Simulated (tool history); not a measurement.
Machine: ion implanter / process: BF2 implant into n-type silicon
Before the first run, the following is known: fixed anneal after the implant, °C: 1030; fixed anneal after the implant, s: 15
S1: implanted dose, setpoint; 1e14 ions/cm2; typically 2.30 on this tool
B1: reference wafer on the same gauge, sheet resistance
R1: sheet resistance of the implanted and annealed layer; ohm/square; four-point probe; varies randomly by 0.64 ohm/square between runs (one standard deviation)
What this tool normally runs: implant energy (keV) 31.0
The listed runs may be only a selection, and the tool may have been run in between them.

run 1 hour=0.0 | S1=1.91 implant_energy_(keV)=31.0 | B1=460.10 | R1=504.85
run 2 hour=25.8 | S1=1.91 implant_energy_(keV)=31.0 | B1=459.90 | R1=506.27
run 3 hour=116.9 | S1=2.30 implant_energy_(keV)=31.0 | B1=459.94 | R1=436.49
-- hour=139.0 Faraday cup replaced and dose calibrated
run 4 hour=151.7 | S1=2.30 implant_energy_(keV)=31.0 | B1=460.00 | R1=426.40
run 5 hour=175.5 | S1=2.30 implant_energy_(keV)=31.0 | B1=459.95 | R1=426.43
-- hour=197.9 extraction supply calibrated
run 6 hour=199.4 | S1=2.62 implant_energy_(keV)=31.0 | B1=459.94 | R1=383.05
run 7 hour=218.2 | S1=2.62 implant_energy_(keV)=31.0 | B1=460.04 | R1=383.28
run 8 hour=238.1 | S1=2.30 implant_energy_(keV)=39.5 | B1=459.86 | R1=415.62
-- hour=244.7 gauge calibrated
run 9 hour=258.2 | S1=2.62 implant_energy_(keV)=31.0 | B1=460.00 | R1=382.94
run 10 hour=290.9 | S1=1.89 implant_energy_(keV)=25.0 | B1=459.84 | R1=515.80
run 11 hour=308.4 | S1=1.75 implant_energy_(keV)=26.0 | B1=460.01 | R1=547.40
run 12 hour=327.0 | S1=2.30 implant_energy_(keV)=31.0 | B1=459.88 | R1=428.09
run 13 hour=348.5 | S1=2.03 implant_energy_(keV)=34.0 | B1=459.98 | R1=469.66
run 14 hour=360.8 | S1=2.71 implant_energy_(keV)=37.0 | B1=460.11 | R1=365.58

4 ways to go on from here, each from the tool as it stands after run 14. What would each give?
run A hour=361.2 | S1=2.30 implant_energy_(keV)=21.0 | B1=? | R1=?
run B hour=361.2 | S1=1.85 implant_energy_(keV)=24.5 | B1=? | R1=?
run C hour=361.2 | S1=2.56 implant_energy_(keV)=41.0 | B1=? | R1=?
run D hour=361.2 | S1=1.79 implant_energy_(keV)=21.5 | B1=? | R1=?

run=A B1=459.97 R1=446.95
run=B B1=459.97 R1=528.62
run=C B1=459.97 R1=381.10
run=D B1=459.97 R1=551.64
Without the tool's hidden state the same runs would have given:
run=A R1=444.02
run=B R1=525.20
run=C R1=378.66
run=D R1=548.03
